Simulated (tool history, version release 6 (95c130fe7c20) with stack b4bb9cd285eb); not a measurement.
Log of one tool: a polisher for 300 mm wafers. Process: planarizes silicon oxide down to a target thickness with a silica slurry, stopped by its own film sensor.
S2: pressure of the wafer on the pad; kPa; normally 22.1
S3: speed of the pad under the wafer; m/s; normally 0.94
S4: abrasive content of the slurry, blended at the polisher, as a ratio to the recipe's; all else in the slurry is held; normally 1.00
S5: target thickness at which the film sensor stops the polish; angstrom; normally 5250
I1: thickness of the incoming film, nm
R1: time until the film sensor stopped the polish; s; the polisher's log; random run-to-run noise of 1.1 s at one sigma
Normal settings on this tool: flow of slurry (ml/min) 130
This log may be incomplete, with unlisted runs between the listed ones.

Run 1, hour 0.0: usual settings but flow of slurry (ml/min) 120, S2 20.7 kPa; I1 797.3. Result: R1 158.4 s.
Run 2, hour 12.0: usual settings but flow of slurry (ml/min) 120, S2 20.7 kPa; I1 786.5. Result: R1 153.3 s.
Run 3, hour 42.9: usual settings but flow of slurry (ml/min) 110; I1 786.7. Result: R1 149.7 s.
Run 4, hour 54.9: usual settings but flow of slurry (ml/min) 95; I1 786.1. Result: R1 154.0 s.
At hour 66.0: slurry blender recalibrated.
Run 5, hour 84.9: usual settings but S3 0.80 m/s, S4 0.85; I1 779.0. Result: R1 181.0 s.
Run 6, hour 118.1: usual settings but flow of slurry (ml/min) 140, S4 1.15; I1 783.7. Result: R1 128.0 s.
At hour 152.7: worn pad replaced by a new one.
Run 7, hour 224.2: usual settings; I1 780.1. Result: R1 142.3 s.
Run 8, hour 257.1: usual settings but S2 24.8 kPa, S3 0.66 m/s, S4 0.85, S5 4780 angstrom; I1 772.7. Result: R1 221.4 s.
Run 9, hour 269.6: usual settings but S2 19.3 kPa, S3 1.08 m/s; I1 781.5. Result: R1 144.0 s.
Run 10, hour 302.3: usual settings but S3 0.84 m/s, S4 1.25; I1 779.7. Result: R1 133.7 s.
Run 11, hour 315.4: usual settings but S4 1.15, S5 5710 angstrom; I1 780.7. Result: R1 105.3 s.
At hour 317.5: slurry blender recalibrated.
At hour 319.0: conditioning disc replaced and pad reconditioned.
At hour 326.4: head pressure recalibrated.
Run 12, hour 348.6: usual settings; I1 782.1. Result: R1 132.6 s.
Run 13, hour 360.7: usual settings; I1 789.3. Result: R1 136.6 s.
Run 14, hour 378.3: usual settings but S3 1.20 m/s, S4 1.10; I1 777.0. Result: R1 100.0 s.
Run 15, hour 398.4: usual settings; I1 785.3. Result: R1 135.0 s.
At hour 414.3: worn pad replaced by a new one.
Run 16, hour 415.7: usual settings but flow of slurry (ml/min) 160, S2 29.0 kPa, S4 1.10, S5 5910 angstrom; I1 776.2. Result: R1 68.4 s.
Run 17, hour 432.0: usual settings but flow of slurry (ml/min) 85, S2 17.9 kPa, S3 0.74 m/s; I1 772.3. Result: R1 204.8 s.
Run 18, hour 463.9: usual settings but S3 0.80 m/s, S4 1.25; I1 769.1. Result: R1 127.1 s.
Run 19, hour 478.1: usual settings; I1 786.0. Result: R1 140.4 s.
Run 20, hour 491.5: usual settings but S2 26.9 kPa, S3 1.12 m/s; I1 766.1. Result: R1 95.7 s.
Run 21, hour 514.8: usual settings but flow of slurry (ml/min) 105, S4 1.25, S5 5730 angstrom; I1 768.7. Result: R1 94.6 s.
At hour 530.7: slurry blender recalibrated.
Run 22, hour 543.0: usual settings but flow of slurry (ml/min) 170, S2 24.1 kPa, S3 1.14 m/s, S4 1.10; I1 783.0. Result: R1 101.9 s.
Run 23, hour 555.3: usual settings; I1 788.7. Result: R1 142.8 s.
At hour 580.1: slurry nozzle cleaned.
Run 24, hour 590.6: usual settings but flow of slurry (ml/min) 85, S3 0.82 m/s; I1 780.7. Result: R1 168.6 s.

Each row is a separate what-if for the run after 24, all from the same tool condition, not one after another. Results?
Run A, hour 591.1: usual settings; I1 771.0. Result: R1 ?.
Run B, hour 591.1: usual settings but S2 17.2 kPa, S3 0.74 m/s; I1 771.0. Result: R1 ?.
Run C, hour 591.1: usual settings but flow of slurry (ml/min) 165, S3 0.82 m/s, S4 1.20, S5 5650 angstrom; I1 771.0. Result: R1 ?.
Run D, hour 591.1: usual settings but flow of slurry (ml/min) 170, S4 0.90, S5 4910 angstrom; I1 771.0. Result: R1 ?.
Run E, hour 591.1: usual settings but flow of slurry (ml/min) 110, S2 16.5 kPa, S5 5850 angstrom; I1 771.0. Result: R1 ?.

run     R1
  A  135.4
  B  200.9
  C  106.9
  D  161.6
  E  135.5
Stripped of hidden state, with their random variation kept, the same runs would have yielded:
run     R1
  A  124.8
  B  190.1
  C   99.3
  D  148.9
  E  127.0
